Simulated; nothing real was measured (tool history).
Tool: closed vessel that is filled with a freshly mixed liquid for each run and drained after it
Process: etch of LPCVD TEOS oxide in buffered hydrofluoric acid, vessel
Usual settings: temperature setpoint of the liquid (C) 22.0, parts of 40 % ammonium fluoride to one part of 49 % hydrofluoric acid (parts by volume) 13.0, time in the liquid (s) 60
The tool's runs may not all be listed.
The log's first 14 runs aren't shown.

run     day  temperature setpoint of the liquid (C)  parts of 40 % ammonium fluoride to one part of 49 % hydrofluoric acid (parts by volume)  time in the liquid (s)  read-back film thickness of the LPCVD TEOS oxide reference wafer, read on the same gauge (nm)  thickness taken off the LPCVD TEOS oxide on a monitor wafer (nm)
 15  31.133                                    22.0                                                                                     13.0                      60                                                                                         119.99                                                            193.93
     31.625  -- hydrofluoric acid flow meter replaced
 16  38.512                                    22.0                                                                                     13.0                      60                                                                                         119.99                                                            195.84
 17  40.508                                    27.0                                                                                     17.5                      85                                                                                         120.00                                                            271.94
 18  41.642                                    22.0                                                                                     13.0                      60                                                                                         120.00                                                            200.96
     41.938  -- thermometer replaced
     45.421  -- gauge calibrated
 19  46.308                                    20.5                                                                                     13.0                      45                                                                                         119.99                                                            126.20
 20  48.408                                    26.0                                                                                     13.0                      60                                                                                         120.00                                                            231.62
 21  49.912                                    22.0                                                                                     15.5                      30                                                                                         120.04                                                             79.68
 22  51.479                                    22.0                                                                                     13.0                      40                                                                                         120.01                                                            123.81
 23  53.742                                    17.5                                                                                     15.0                      60                                                                                         119.98                                                            128.38
 24  55.096                                    22.0                                                                                     13.0                      45                                                                                         120.01                                                            144.61
 25  56.721                                    22.0                                                                                     13.0                      60                                                                                         119.98                                                            189.14
 26  58.783                                    25.0                                                                                     13.0                      60                                                                                         119.98                                                            222.30
 27  61.758                                    18.0                                                                                     15.0                      35                                                                                         119.97                                                             78.46
 28  64.467                                    20.5                                                                                     13.0                      30                                                                                         119.99                                                             87.18
 29  67.242                                    22.0                                                                                      9.0                      60                                                                                         120.01                                                            268.09
 30  69.092                                    24.0                                                                                     10.0                      80                                                                                         119.97                                                            378.63
 31  71.129                                    22.0                                                                                     13.0                      60                                                                                         120.01                                                            190.96
 32  73.158                                    19.5                                                                                     11.0                      60                                                                                         120.05                                                            198.05

Forecast run 33:
 33  75.521                                    22.0                                                                                     13.0                      60                                                                                              ?                                                                 ?

Run 33 gave read-back film thickness of the LPCVD TEOS oxide reference wafer, read on the same gauge (nm) 120.03, thickness taken off the LPCVD TEOS oxide on a monitor wafer (nm) 194.62.
Without the tool's hidden state the same run would have given thickness taken off the LPCVD TEOS oxide on a monitor wafer (nm) 180.68.
